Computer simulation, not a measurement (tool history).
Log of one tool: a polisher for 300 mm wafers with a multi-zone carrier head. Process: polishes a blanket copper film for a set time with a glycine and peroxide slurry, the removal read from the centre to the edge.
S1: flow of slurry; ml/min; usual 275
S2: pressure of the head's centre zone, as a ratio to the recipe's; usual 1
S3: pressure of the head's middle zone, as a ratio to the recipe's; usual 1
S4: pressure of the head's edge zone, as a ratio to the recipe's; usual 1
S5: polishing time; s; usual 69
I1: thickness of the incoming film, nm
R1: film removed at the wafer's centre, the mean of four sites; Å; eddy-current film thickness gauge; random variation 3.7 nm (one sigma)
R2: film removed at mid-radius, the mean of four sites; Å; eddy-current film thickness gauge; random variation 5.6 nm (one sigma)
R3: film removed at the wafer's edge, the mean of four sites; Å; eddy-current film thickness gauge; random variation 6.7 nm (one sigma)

| run | hour | S1 | S2 | S3 | S4 | S5 | I1 | R1 | R2 | R3 |
|---|---|---|---|---|---|---|---|---|---|---|
| 1 | 0 | 275 | 1 | 1 | 1 | 55 | 1865.1 | 3240 | 3131 | 3236 |
| 2 | 7.9 | 275 | 1 | 1 | 1 | 55 | 1854.6 | 3138 | 3210 | 3224 |
| 3 | 14.7 | 275 | 1 | 1 | 1 | 55 | 1829.7 | 3131 | 3164 | 3197 |
| 4 | 24.6 | 275 | 1 | 1 | 0.96 | 69 | 1869.2 | 3914 | 3825 | 4035 |
| 5 | 30.8 | 275 | 1 | 1 | 1.06 | 69 | 1856.5 | 3862 | 3861 | 4123 |
| 6 | 46 | 275 | 1 | 1.05 | 1 | 69 | 1882.4 | 4190 | 4385 | 4262 |
| 7 | 58.5 | 275 | 1 | 1.05 | 1 | 69 | 1876.4 | 4021 | 4198 | 3993 |
| 8 | 66.6 | 275 | 0.95 | 0.92 | 1 | 69 | 1852.6 | 3746 | 3694 | 4134 |
| 9 | 78.8 | 275 | 1 | 1 | 0.88 | 69 | 1891.6 | 3908 | 3893 | 3750 |
| 10 | 88.1 | 275 | 0.89 | 1 | 1.1 | 69 | 1838.2 | 3499 | 3919 | 4264 |
| 11 | 94.2 | 215 | 1 | 1 | 1 | 69 | 1861.9 | 3723 | 3753 | 3811 |
| 12 | 108.7 | 275 | 1 | 1 | 1 | 69 | 1832.6 | 4183 | 4273 | 4382 |
| 13 | 112 | 275 | 0.92 | 1 | 1 | 48 | 1888.7 | 2683 | 2875 | 2980 |
| 14 | 124.7 | 245 | 0.96 | 1 | 1 | 77 | 1881.2 | 4278 | 4383 | 4511 |
| 15 | 135.9 | 275 | 1 | 1 | 1.07 | 61 | 1849.8 | 3498 | 3523 | 3719 |
| 16 | 150.5 | 365 | 1.11 | 1 | 1 | 69 | 1876 | 4661 | 4209 | 4175 |
| 17 | 159.8 | 275 | 1 | 1 | 1.07 | 61 | 1846.8 | 3668 | 3659 | 3928 |
| 18 | 174.7 | 275 | 1 | 1 | 1 | 55 | 1848.5 | 3268 | 3237 | 3293 |
| 19 | 189.4 | 365 | 1.11 | 1 | 1 | 61 | 1865.8 | 4230 | 4009 | 3873 |
| 20 | 196.5 | 250 | 1 | 1 | 0.95 | 93 | 1873.5 | 5756 | 5664 | 5677 |
| 21 | 203.4 | 275 | 1 | 1 | 1 | 69 | 1848.2 | 4152 | 4201 | 4299 |

Not shown: 7 entries that the log had between the listed runs. Between which runs, and how does the tool's hidden state differ before and after?
Between runs 5 and 6: worn pad replaced by a new one (hour 45.5)
  removal rate lost through wear of the pad, %: 7.72 -> 1.81; slurry flow missing at the pad, %: 44.9 -> 45.3
  measured less the result without the state, R1: -606 -> -370 Å; R2: -575 -> -353 Å; R3: -546 -> -275 Å
Between runs 11 and 12: worn pad replaced by a new one (hour 107.7); carrier head's membrane replaced by a new one (hour 108.2)
  removal rate lost through wear of the pad, %: 8.26 -> 0.728; slurry flow missing at the pad, %: 46.4 -> 46.6
  measured less the result without the state, R1: -687 -> -333 Å; R2: -652 -> -306 Å; R3: -574 -> -242 Å
Between runs 13 and 14: edge zone pressure recalibrated (hour 118.5)
  removal rate lost through wear of the pad, %: 1.67 -> 4.29; slurry flow missing at the pad, %: 46.6 -> 46.8
  measured less the result without the state, R1: -242 -> -546 Å; R2: -236 -> -519 Å; R3: -195 -> -447 Å
Between runs 15 and 16: slurry nozzle cleaned (hour 146.6); centre zone pressure recalibrated (hour 147.1)
  removal rate lost through wear of the pad, %: 5.68 -> 6.74; slurry flow missing at the pad, %: 47 -> 5.52
  measured less the result without the state, R1: -480 -> -358 Å; R2: -454 -> -322 Å; R3: -413 -> -315 Å
Between runs 18 and 19: worn pad replaced by a new one (hour 182.5)
  removal rate lost through wear of the pad, %: 7.54 -> 2.04; slurry flow missing at the pad, %: 12.6 -> 16.2
  measured less the result without the state, R1: -314 -> -149 Å; R2: -306 -> -136 Å; R3: -301 -> -119 Å

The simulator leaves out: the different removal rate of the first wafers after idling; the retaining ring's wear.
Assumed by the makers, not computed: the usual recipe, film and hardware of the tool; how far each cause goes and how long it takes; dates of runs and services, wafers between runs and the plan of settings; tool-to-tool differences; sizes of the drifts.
